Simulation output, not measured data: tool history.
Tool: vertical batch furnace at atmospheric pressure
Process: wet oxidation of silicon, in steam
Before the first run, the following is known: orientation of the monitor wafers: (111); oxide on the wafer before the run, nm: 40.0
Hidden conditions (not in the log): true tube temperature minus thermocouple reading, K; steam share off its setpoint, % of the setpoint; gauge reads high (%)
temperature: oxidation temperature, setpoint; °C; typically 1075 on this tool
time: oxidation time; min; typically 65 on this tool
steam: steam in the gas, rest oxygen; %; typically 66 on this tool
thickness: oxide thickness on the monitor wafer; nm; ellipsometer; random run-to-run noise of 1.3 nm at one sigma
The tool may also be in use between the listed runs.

| run | day | temperature | time | steam | wafers since the last listed run | hours since the last temperature calibration | hours since the steam generator was serviced | hours since the gauge calibration | read-back reference wafer on the same gauge, thickness | thickness |
|---|---|---|---|---|---|---|---|---|---|---|
| 1 | 0 | 1075 | 65 | 66 | 0 | 2952.1 | 1516.4 | 377.4 | 594.14 | 508.92 |
| 2 | 0.396 | 1075 | 65 | 66 | 149 | 2961.6 | 1525.9 | 386.9 | 593.96 | 508.67 |
| 3 | 0.858 | 1075 | 65 | 66 | 174 | 2972.7 | 1537 | 398 | 594.43 | 508.64 |
|  | 0.862 | gauge calibrated |
| 4 | 1.383 | 1075 | 65 | 66 | 198 | 2985.3 | 1549.6 | 12.5 | 593.93 | 507.05 |
| 5 | 1.988 | 1075 | 65 | 66 | 228 | 2999.8 | 1564.1 | 27 | 594.32 | 507.5 |
| 6 | 2.383 | 1075 | 65 | 66 | 149 | 3009.3 | 1573.6 | 36.5 | 594.04 | 508.78 |
| 7 | 2.879 | 1075 | 65 | 66 | 187 | 3021.2 | 1585.5 | 48.4 | 594.15 | 507.55 |
| 8 | 3.304 | 1075 | 65 | 66 | 160 | 3031.4 | 1595.7 | 58.6 | 594.15 | 508.28 |
| 9 | 3.912 | 1075 | 65 | 66 | 229 | 3046 | 1610.3 | 73.2 | 594.1 | 507.02 |
| 10 | 4.379 | 1075 | 65 | 66 | 176 | 3057.2 | 1621.5 | 84.4 | 593.91 | 506.08 |
| 11 | 4.95 | 1075 | 85.5 | 66 | 215 | 3070.9 | 1635.2 | 98.1 | 594.21 | 587.88 |
| 12 | 5.412 | 1075 | 85.5 | 66 | 174 | 3082 | 1646.3 | 109.2 | 593.96 | 587.63 |
|  | 6.733 | thermocouples replaced and temperature profile calibrated |
| 13 | 6.754 | 1075 | 85.5 | 66 | 129 | 0.5 | 1678.5 | 141.4 | 594.22 | 590.39 |
| 14 | 6.946 | 1075 | 65 | 66 | 72 | 5.1 | 1683.1 | 146 | 593.65 | 507.46 |
| 15 | 7.4 | 1075 | 65 | 66 | 171 | 16 | 1694 | 156.9 | 594.01 | 507.72 |
| 16 | 7.888 | 1080 | 65 | 74 | 184 | 27.7 | 1705.7 | 168.6 | 594.09 | 548.78 |
|  | 9.067 | steam generator serviced |
| 17 | 9.088 | 1075 | 65 | 66 | 75 | 56.5 | 0.5 | 197.4 | 593.96 | 494.46 |
| 18 | 10.283 | 1075 | 65 | 66 | 451 | 85.2 | 29.2 | 226.1 | 594.05 | 491.17 |
| 19 | 10.592 | 1075 | 65 | 66 | 116 | 92.6 | 36.6 | 233.5 | 593.84 | 491.68 |
|  | 11.779 | steam generator serviced, repeated, since the last time left the tool worse |
| 20 | 11.8 | 1098 | 90 | 55 | 78 | 121.6 | 0.5 | 262.5 | 593.87 | 608.6 |
| 21 | 11.988 | 1090 | 65 | 70 | 70 | 126.1 | 5 | 267 | 593.93 | 568.34 |
| 22 | 12.179 | 1075 | 65 | 66 | 72 | 130.7 | 9.6 | 271.6 | 593.83 | 520.06 |
| 23 | 12.371 | 1075 | 65 | 66 | 72 | 135.3 | 14.2 | 276.2 | 594.16 | 521.71 |
| 24 | 12.733 | 1075 | 52 | 66 | 136 | 144 | 22.9 | 284.9 | 593.96 | 460.37 |
| 25 | 13.104 | 1096 | 35 | 62 | 140 | 152.9 | 31.8 | 293.8 | 593.99 | 386.61 |
| 26 | 13.792 | 1053 | 65 | 66 | 259 | 169.4 | 48.3 | 310.3 | 594.16 | 477.5 |
|  | 13.892 | gauge calibrated |
| 27 | 14.588 | 1075 | 65 | 66 | 300 | 188.5 | 67.4 | 16.7 | 594.23 | 520.92 |
| 28 | 15.054 | 1052 | 42.5 | 74 | 176 | 199.7 | 78.6 | 27.9 | 594.28 | 400.98 |
| 29 | 15.521 | 1053 | 52.5 | 70 | 176 | 210.9 | 89.8 | 39.1 | 594.09 | 437.32 |
| 30 | 16.196 | 1075 | 94.5 | 76 | 255 | 227.1 | 106 | 55.3 | 593.89 | 683.63 |
| 31 | 16.888 | 1075 | 80 | 60 | 261 | 243.7 | 122.6 | 71.9 | 593.78 | 554.5 |
| 32 | 17.308 | 1075 | 65 | 66 | 159 | 253.8 | 132.7 | 82 | 594.28 | 518.86 |
| 33 | 17.862 | 1083 | 35.5 | 71 | 209 | 267.1 | 146 | 95.3 | 594.11 | 400.66 |
| 34 | 18.642 | 1075 | 65 | 66 | 294 | 285.8 | 164.7 | 114 | 594.13 | 519.96 |
| 35 | 19.096 | 1075 | 65 | 66 | 171 | 296.7 | 175.6 | 124.9 | 594.14 | 516.9 |
| 36 | 19.412 | 1056 | 65 | 62 | 119 | 304.3 | 183.2 | 132.5 | 594.25 | 465.99 |
| 37 | 20.192 | 1075 | 65 | 66 | 294 | 323 | 201.9 | 151.2 | 594.04 | 518.94 |
| 38 | 20.6 | 1075 | 79.5 | 59 | 154 | 332.8 | 211.7 | 161 | 593.92 | 547.25 |

Some steps in thickness between neighbouring runs. How much of each would the tool show without its hidden state too (settings, what came in, random variation), and how much is left for the hidden state, with any gauge scatter that isn't in both results?
Run 10 -> 11: time 65 -> 85.5. thickness +81.8 nm: hidden state -2.34, all else +84.14.
Run 16 -> 17: temperature 1080 -> 1075, steam 74 -> 66, steam generator serviced. thickness -54.32 nm: hidden state -13.59, all else -40.73.
Run 19 -> 20: temperature 1075 -> 1098, time 65 -> 90, steam 66 -> 55, steam generator serviced, repeated, since the last time left the tool worse. thickness +116.92 nm: hidden state +28.73, all else +88.19.
Run 27 -> 28: temperature 1075 -> 1052, time 65 -> 42.5, steam 66 -> 74. thickness -119.94 nm: hidden state +0.27, all else -120.21.
Run 29 -> 30: temperature 1053 -> 1075, time 52.5 -> 94.5, steam 70 -> 76. thickness +246.31 nm: hidden state -1.01, all else +247.32.
Run 30 -> 31: time 94.5 -> 80, steam 76 -> 60. thickness -129.13 nm: hidden state +0.33, all else -129.46.
